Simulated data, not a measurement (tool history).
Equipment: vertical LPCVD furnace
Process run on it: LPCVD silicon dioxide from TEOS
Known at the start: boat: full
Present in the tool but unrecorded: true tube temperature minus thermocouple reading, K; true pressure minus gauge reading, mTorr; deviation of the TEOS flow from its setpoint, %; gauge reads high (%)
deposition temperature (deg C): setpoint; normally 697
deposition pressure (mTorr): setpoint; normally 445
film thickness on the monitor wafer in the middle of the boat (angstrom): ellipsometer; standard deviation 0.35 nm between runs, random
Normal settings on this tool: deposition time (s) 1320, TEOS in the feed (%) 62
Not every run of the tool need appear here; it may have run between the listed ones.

| run | hour | deposition temperature (deg C) | deposition pressure (mTorr) | deposition time (s) | TEOS in the feed (%) | wafers since the last listed run | hours since the last temperature calibration | hours since the pressure gauge was zeroed | hours since the TEOS flow controller was replaced | hours since the gauge calibration | read-back reference wafer on the same gauge, thickness | film thickness on the monitor wafer in the middle of the boat (angstrom) |
|---|---|---|---|---|---|---|---|---|---|---|---|---|
| 1 | 0.0 | 697 | 485 | 1590 | 62 | 0 | 4743.2 | 2037.0 | 6054.3 | 130.6 | 171.99 | 2361.8 |
| 2 | 28.5 | 697 | 485 | 1590 | 62 | 403 | 4771.7 | 2065.5 | 6082.8 | 159.1 | 172.13 | 2372.0 |
| 3 | 48.8 | 697 | 485 | 1590 | 62 | 287 | 4792.0 | 2085.8 | 6103.1 | 179.4 | 172.04 | 2366.2 |
| 4 | 75.3 | 697 | 445 | 1320 | 62 | 375 | 4818.5 | 2112.3 | 6129.6 | 205.9 | 172.03 | 1883.3 |
| 5 | 97.3 | 689 | 400 | 1320 | 62 | 311 | 4840.5 | 2134.3 | 6151.6 | 227.9 | 172.01 | 1480.4 |
| 6 | 120.9 | 689 | 400 | 1320 | 62 | 334 | 4864.1 | 2157.9 | 6175.2 | 251.5 | 171.99 | 1484.2 |
|  | 167.5 | thermocouples replaced and temperature profile calibrated |
| 7 | 168.0 | 689 | 400 | 1320 | 62 | 326 | 0.5 | 2205.0 | 6222.3 | 298.6 | 172.00 | 1319.0 |
| 8 | 174.5 | 697 | 445 | 1320 | 66 | 92 | 7.0 | 2211.5 | 6228.8 | 305.1 | 172.05 | 1739.0 |
| 9 | 202.9 | 697 | 445 | 1320 | 66 | 401 | 35.4 | 2239.9 | 6257.2 | 333.5 | 172.01 | 1738.9 |
| 10 | 229.9 | 707 | 405 | 1680 | 74 | 382 | 62.4 | 2266.9 | 6284.2 | 360.5 | 171.94 | 2807.1 |
|  | 254.2 | gauge calibrated |
|  | 267.8 | pressure gauge zeroed |
| 11 | 312.6 | 690 | 445 | 1170 | 53 | 830 | 145.1 | 44.8 | 6366.9 | 58.4 | 171.93 | 1170.6 |
| 12 | 331.7 | 688 | 445 | 1320 | 62 | 270 | 164.2 | 63.9 | 6386.0 | 77.5 | 172.07 | 1360.0 |
|  | 356.7 | TEOS flow controller replaced |
| 13 | 364.2 | 685 | 485 | 1470 | 62 | 120 | 196.7 | 96.4 | 7.5 | 110.0 | 171.97 | 1472.8 |
| 14 | 398.3 | 687 | 445 | 1320 | 62 | 482 | 230.8 | 130.5 | 41.6 | 144.1 | 172.10 | 1323.0 |
| 15 | 413.7 | 685 | 445 | 1710 | 54 | 217 | 246.2 | 145.9 | 57.0 | 159.5 | 171.89 | 1531.1 |
| 16 | 448.2 | 697 | 445 | 1320 | 62 | 488 | 280.7 | 180.4 | 91.5 | 194.0 | 172.13 | 1682.4 |
| 17 | 473.4 | 697 | 445 | 1320 | 62 | 356 | 305.9 | 205.6 | 116.7 | 219.2 | 171.86 | 1688.0 |
| 18 | 503.0 | 687 | 445 | 1320 | 55 | 418 | 335.5 | 235.2 | 146.3 | 248.8 | 171.96 | 1250.5 |

What if the next run were any one of these 5? Each begins from the tool's condition after run 18:
| A | 506.3 | 697 | 370 | 1320 | 62 | 46 | 338.8 | 238.5 | 149.6 | 252.1 | ? | ? |
| B | 506.3 | 709 | 405 | 1320 | 67 | 46 | 338.8 | 238.5 | 149.6 | 252.1 | ? | ? |
| C | 506.3 | 708 | 445 | 1080 | 67 | 46 | 338.8 | 238.5 | 149.6 | 252.1 | ? | ? |
| D | 506.3 | 693 | 335 | 1020 | 57 | 46 | 338.8 | 238.5 | 149.6 | 252.1 | ? | ? |
| E | 506.3 | 686 | 445 | 1320 | 51 | 46 | 338.8 | 238.5 | 149.6 | 252.1 | ? | ? |

| run | read-back reference wafer on the same gauge, thickness | film thickness on the monitor wafer in the middle of the boat (angstrom) |
|---|---|---|
| A | 171.92 | 1533.9 |
| B | 171.92 | 2201.2 |
| C | 171.92 | 1845.2 |
| D | 171.92 | 984.4 |
| E | 171.92 | 1176.0 |
Without the tool's hidden state the same runs would have given:
| run | film thickness on the monitor wafer in the middle of the boat (angstrom) |
|---|---|
| A | 1526.1 |
| B | 2190.4 |
| C | 1836.1 |
| D | 979.4 |
| E | 1169.9 |
